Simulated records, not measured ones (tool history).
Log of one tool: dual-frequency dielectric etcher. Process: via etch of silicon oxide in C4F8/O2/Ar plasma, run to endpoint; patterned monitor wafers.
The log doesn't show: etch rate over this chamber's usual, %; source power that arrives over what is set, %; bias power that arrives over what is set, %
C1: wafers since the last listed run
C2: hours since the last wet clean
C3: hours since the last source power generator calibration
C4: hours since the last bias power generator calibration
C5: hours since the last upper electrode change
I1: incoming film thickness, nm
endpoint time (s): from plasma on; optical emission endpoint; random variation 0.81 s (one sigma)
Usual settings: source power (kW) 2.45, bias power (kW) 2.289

Run 1, hour 0: usual settings; C1 0; C2 435.5; C3 3467.7; C4 4963.8; C5 4013.1; I1 816.8. Result: endpoint time (s) 157.3.
Run 2, hour 12.6: usual settings; C1 88; C2 448.1; C3 3480.3; C4 4976.4; C5 4025.7; I1 822.5. Result: endpoint time (s) 159.6.
Run 3, hour 28.4: usual settings; C1 111; C2 463.9; C3 3496.1; C4 4992.2; C5 4041.5; I1 814.1. Result: endpoint time (s) 158.3.
Run 4, hour 43.1: usual settings; C1 103; C2 478.6; C3 3510.8; C4 5006.9; C5 4056.2; I1 821.7. Result: endpoint time (s) 160.1.
Run 5, hour 49.7: usual settings; C1 46; C2 485.2; C3 3517.4; C4 5013.5; C5 4062.8; I1 813.5. Result: endpoint time (s) 158.8.
Run 6, hour 66.8: usual settings but source power (kW) 2.31, bias power (kW) 2.016; C1 120; C2 502.3; C3 3534.5; C4 5030.6; C5 4079.9; I1 818. Result: endpoint time (s) 168.2.
Run 7, hour 84.7: usual settings but source power (kW) 2.31, bias power (kW) 2.016; C1 126; C2 520.2; C3 3552.4; C4 5048.5; C5 4097.8; I1 816.9. Result: endpoint time (s) 168.7.
Run 8, hour 99.7: usual settings but source power (kW) 2.31, bias power (kW) 2.016; C1 105; C2 535.2; C3 3567.4; C4 5063.5; C5 4112.8; I1 828.6. Result: endpoint time (s) 169.8.
At hour 107: source power generator calibrated.
At hour 134: upper electrode replaced, of another model than before.
At hour 136.4: wet clean of the chamber.
Run 9, hour 136.9: usual settings; C1 48; C2 0.5; C3 29.9; C4 5100.7; C5 2.9; I1 817.4. Result: endpoint time (s) 150.3.
Run 10, hour 137.2: usual settings; C1 2; C2 0.8; C3 30.2; C4 5101; C5 3.2; I1 806.3. Result: endpoint time (s) 148.
Run 11, hour 137.6: usual settings; C1 2; C2 1.2; C3 30.6; C4 5101.4; C5 3.6; I1 812.4. Result: endpoint time (s) 148.8.
Run 12, hour 143.5: usual settings but source power (kW) 1.99; C1 41; C2 7.1; C3 36.5; C4 5107.3; C5 9.5; I1 812.4. Result: endpoint time (s) 159.1.
Run 13, hour 153.9: usual settings but source power (kW) 2.86, bias power (kW) 2.523; C1 73; C2 17.5; C3 46.9; C4 5117.7; C5 19.9; I1 823.8. Result: endpoint time (s) 142.7.
Run 14, hour 161.6: usual settings but source power (kW) 2.63, bias power (kW) 2.081; C1 54; C2 25.2; C3 54.6; C4 5125.4; C5 27.6; I1 821.1. Result: endpoint time (s) 153.4.
At hour 181.8: bias power generator calibrated.
Run 15, hour 182.3: usual settings but bias power (kW) 2.037; C1 117; C2 45.9; C3 75.3; C4 0.5; C5 48.3; I1 822.4. Result: endpoint time (s) 156.8.
Run 16, hour 185.6: usual settings; C1 23; C2 49.2; C3 78.6; C4 3.8; C5 51.6; I1 817.1. Result: endpoint time (s) 151.9.
Run 17, hour 204: usual settings but source power (kW) 2.09, bias power (kW) 2.604; C1 129; C2 67.6; C3 97; C4 22.2; C5 70; I1 818.4. Result: endpoint time (s) 153.3.
Run 18, hour 218.8: usual settings but source power (kW) 2.7, bias power (kW) 1.797; C1 104; C2 82.4; C3 111.8; C4 37; C5 84.8; I1 813.2. Result: endpoint time (s) 158.5.
Run 19, hour 231.6: usual settings but source power (kW) 2.29, bias power (kW) 2.552; C1 90; C2 95.2; C3 124.6; C4 49.8; C5 97.6; I1 821.9. Result: endpoint time (s) 149.8.
Run 20, hour 240.5: usual settings but source power (kW) 1.87, bias power (kW) 2.663; C1 62; C2 104.1; C3 133.5; C4 58.7; C5 106.5; I1 818. Result: endpoint time (s) 157.9.
Run 21, hour 251.2: usual settings but source power (kW) 2.16, bias power (kW) 2.446; C1 75; C2 114.8; C3 144.2; C4 69.4; C5 117.2; I1 808.9. Result: endpoint time (s) 153.5.
Run 22, hour 261.7: usual settings; C1 73; C2 125.3; C3 154.7; C4 79.9; C5 127.7; I1 818.8. Result: endpoint time (s) 153.7.
Run 23, hour 276.1: usual settings but source power (kW) 2.09, bias power (kW) 2.745; C1 101; C2 139.7; C3 169.1; C4 94.3; C5 142.1; I1 823. Result: endpoint time (s) 150.7.

The tool's hidden state at each run:
source power that arrives over what is set, %: 0 in every run
bias power that arrives over what is set, %: 0 in every run
H1: etch rate over this chamber's usual, %
run       H1
  1    -3.87
  2    -3.99
  3    -4.14
  4    -4.28
  5    -4.34
  6     -4.5
  7    -4.66
  8    -4.81
  9    0.721
 10    0.718
 11    0.714
 12    0.659
 13    0.562
 14     0.49
 15    0.296
 16    0.266
 17   0.0936
 18  -0.0448
 19   -0.164
 20   -0.248
 21   -0.348
 22   -0.446
 23    -0.58

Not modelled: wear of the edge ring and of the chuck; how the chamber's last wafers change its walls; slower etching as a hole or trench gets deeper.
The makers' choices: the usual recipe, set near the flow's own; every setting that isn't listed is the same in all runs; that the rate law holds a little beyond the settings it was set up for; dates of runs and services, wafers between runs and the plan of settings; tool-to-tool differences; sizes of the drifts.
